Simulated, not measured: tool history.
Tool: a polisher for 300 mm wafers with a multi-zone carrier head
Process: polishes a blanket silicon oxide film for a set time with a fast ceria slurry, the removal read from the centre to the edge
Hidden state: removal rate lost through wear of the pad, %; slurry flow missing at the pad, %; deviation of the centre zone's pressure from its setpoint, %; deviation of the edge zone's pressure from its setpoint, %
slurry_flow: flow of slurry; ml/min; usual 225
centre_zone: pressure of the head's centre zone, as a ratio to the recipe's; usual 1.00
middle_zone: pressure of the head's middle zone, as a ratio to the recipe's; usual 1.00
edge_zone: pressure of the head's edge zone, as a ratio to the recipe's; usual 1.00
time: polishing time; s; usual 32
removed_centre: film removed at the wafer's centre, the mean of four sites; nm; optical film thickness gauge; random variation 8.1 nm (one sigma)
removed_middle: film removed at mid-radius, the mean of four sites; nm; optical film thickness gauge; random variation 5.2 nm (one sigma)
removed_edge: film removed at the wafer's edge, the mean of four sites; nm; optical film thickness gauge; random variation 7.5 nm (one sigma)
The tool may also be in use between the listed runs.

| run | hour | slurry_flow | centre_zone | middle_zone | edge_zone | time | wafers since the last listed run | wafers polished on this pad | hours since the slurry nozzle was cleaned | hours since the centre zone pressure was calibrated | hours since the edge zone pressure was calibrated | hours since the carrier head's membrane was replaced | incoming thickness of the incoming film, nm | removed_centre | removed_middle | removed_edge |
|---|---|---|---|---|---|---|---|---|---|---|---|---|---|---|---|---|
| 1 | 0.0 | 225 | 1.00 | 1.00 | 1.00 | 32 | 0 | 1474 | 574.9 | 144.1 | 937.7 | 835.2 | 1938.0 | 547.7 | 542.2 | 547.8 |
|  | 53.4 | slurry nozzle cleaned |
| 2 | 60.8 | 245 | 1.00 | 1.00 | 1.00 | 28 | 956 | 2431 | 7.4 | 204.9 | 998.5 | 896.0 | 1940.5 | 468.5 | 470.5 | 468.5 |
| 3 | 128.6 | 225 | 1.06 | 1.00 | 1.00 | 36 | 1084 | 3515 | 75.2 | 272.7 | 1066.3 | 963.8 | 1957.6 | 628.2 | 598.8 | 592.7 |
| 4 | 180.3 | 225 | 1.06 | 1.00 | 1.00 | 36 | 827 | 4343 | 126.9 | 324.4 | 1118.0 | 1015.5 | 1927.0 | 617.6 | 583.0 | 578.7 |
|  | 223.9 | carrier head's membrane replaced by a new one |
|  | 227.3 | worn pad replaced by a new one |
| 5 | 227.8 | 225 | 1.06 | 1.00 | 1.00 | 36 | 625 | 7 | 174.4 | 371.9 | 1165.5 | 3.9 | 1949.1 | 636.6 | 609.4 | 601.9 |
|  | 246.6 | edge zone pressure recalibrated |
| 6 | 272.6 | 225 | 1.00 | 1.00 | 1.00 | 32 | 684 | 692 | 219.2 | 416.7 | 26.0 | 48.7 | 1949.6 | 540.0 | 538.0 | 522.9 |
| 7 | 303.5 | 225 | 1.00 | 1.00 | 1.00 | 32 | 494 | 1186 | 250.1 | 447.6 | 56.9 | 79.6 | 1935.7 | 519.7 | 529.2 | 534.6 |
| 8 | 373.3 | 225 | 1.00 | 1.00 | 1.00 | 32 | 1116 | 2303 | 319.9 | 517.4 | 126.7 | 149.4 | 1976.5 | 529.9 | 528.4 | 523.1 |
|  | 430.9 | centre zone pressure recalibrated |
| 9 | 442.3 | 225 | 0.91 | 1.00 | 1.00 | 25 | 1072 | 3375 | 388.9 | 11.4 | 195.7 | 218.4 | 1934.8 | 368.6 | 407.3 | 405.8 |
| 10 | 485.4 | 280 | 1.00 | 1.00 | 1.00 | 32 | 689 | 4065 | 432.0 | 54.5 | 238.8 | 261.5 | 1926.2 | 526.8 | 518.7 | 526.4 |
| 11 | 517.1 | 225 | 1.00 | 1.00 | 1.00 | 32 | 507 | 4572 | 463.7 | 86.2 | 270.5 | 293.2 | 1942.2 | 504.8 | 508.4 | 504.7 |
| 12 | 563.1 | 225 | 1.00 | 1.00 | 1.00 | 22 | 736 | 5308 | 509.7 | 132.2 | 316.5 | 339.2 | 1962.4 | 342.9 | 336.3 | 337.8 |
|  | 589.1 | worn pad replaced by a new one |
| 13 | 626.0 | 225 | 1.00 | 1.00 | 1.00 | 32 | 942 | 591 | 572.6 | 195.1 | 379.4 | 402.1 | 1928.6 | 538.6 | 548.2 | 539.6 |
| 14 | 689.2 | 270 | 1.00 | 1.10 | 1.00 | 26 | 1011 | 1602 | 635.8 | 258.3 | 442.6 | 465.3 | 1934.7 | 443.5 | 484.6 | 431.9 |
| 15 | 717.4 | 225 | 1.10 | 0.93 | 1.00 | 32 | 451 | 2053 | 664.0 | 286.5 | 470.8 | 493.5 | 1942.6 | 587.6 | 511.3 | 544.5 |
|  | 751.9 | slurry nozzle cleaned |
| 16 | 752.4 | 225 | 1.00 | 0.89 | 1.00 | 32 | 544 | 2597 | 0.5 | 321.5 | 505.8 | 528.5 | 1950.2 | 539.0 | 495.4 | 535.5 |
| 17 | 793.4 | 225 | 1.00 | 1.00 | 1.08 | 39 | 656 | 3253 | 41.5 | 362.5 | 546.8 | 569.5 | 1948.4 | 632.0 | 650.4 | 660.1 |
| 18 | 847.2 | 225 | 1.00 | 0.92 | 1.09 | 35 | 860 | 4114 | 95.3 | 416.3 | 600.6 | 623.3 | 1949.8 | 566.9 | 537.6 | 583.7 |
|  | 901.2 | worn pad replaced by a new one |
| 19 | 901.7 | 255 | 1.00 | 1.11 | 1.00 | 36 | 808 | 7 | 149.8 | 470.8 | 655.1 | 677.8 | 1964.6 | 625.6 | 667.9 | 622.9 |
|  | 1042.2 | centre zone pressure recalibrated |
| 20 | 1087.3 | 225 | 1.00 | 1.00 | 1.00 | 32 | 2937 | 2945 | 335.4 | 45.1 | 840.7 | 863.4 | 1933.1 | 536.7 | 529.3 | 511.9 |
| 21 | 1151.4 | 225 | 1.00 | 1.00 | 1.00 | 32 | 1025 | 3970 | 399.5 | 109.2 | 904.8 | 927.5 | 1944.6 | 519.6 | 514.5 | 510.7 |
| 22 | 1187.4 | 225 | 0.97 | 1.08 | 1.11 | 41 | 576 | 4546 | 435.5 | 145.2 | 940.8 | 963.5 | 1918.4 | 628.3 | 705.1 | 699.0 |
| 23 | 1214.2 | 185 | 1.00 | 1.04 | 1.00 | 36 | 428 | 4975 | 462.3 | 172.0 | 967.6 | 990.3 | 1948.8 | 566.2 | 583.8 | 559.9 |

The same runs without the tool's hidden state, with the same run-to-run variation:
| run | removed_centre | removed_middle | removed_edge |
|---|---|---|---|
| 1 | 552.1 | 546.6 | 552.3 |
| 2 | 477.0 | 479.0 | 477.0 |
| 3 | 650.4 | 620.0 | 613.7 |
| 4 | 650.5 | 614.1 | 609.5 |
| 5 | 650.8 | 623.0 | 615.3 |
| 6 | 552.7 | 550.7 | 535.3 |
| 7 | 533.4 | 543.1 | 548.6 |
| 8 | 549.4 | 547.9 | 542.4 |
| 9 | 388.7 | 429.5 | 428.0 |
| 10 | 563.4 | 554.8 | 563.0 |
| 11 | 546.5 | 550.4 | 546.4 |
| 12 | 378.9 | 371.6 | 373.3 |
| 13 | 539.5 | 549.1 | 540.4 |
| 14 | 446.7 | 488.1 | 435.0 |
| 15 | 594.4 | 517.2 | 550.7 |
| 16 | 548.9 | 504.5 | 545.3 |
| 17 | 650.0 | 669.0 | 679.0 |
| 18 | 592.9 | 562.3 | 610.5 |
| 19 | 628.4 | 670.9 | 625.8 |
| 20 | 551.6 | 544.0 | 526.1 |
| 21 | 544.1 | 538.9 | 534.8 |
| 22 | 666.7 | 748.2 | 741.8 |
| 23 | 607.5 | 626.5 | 600.9 |
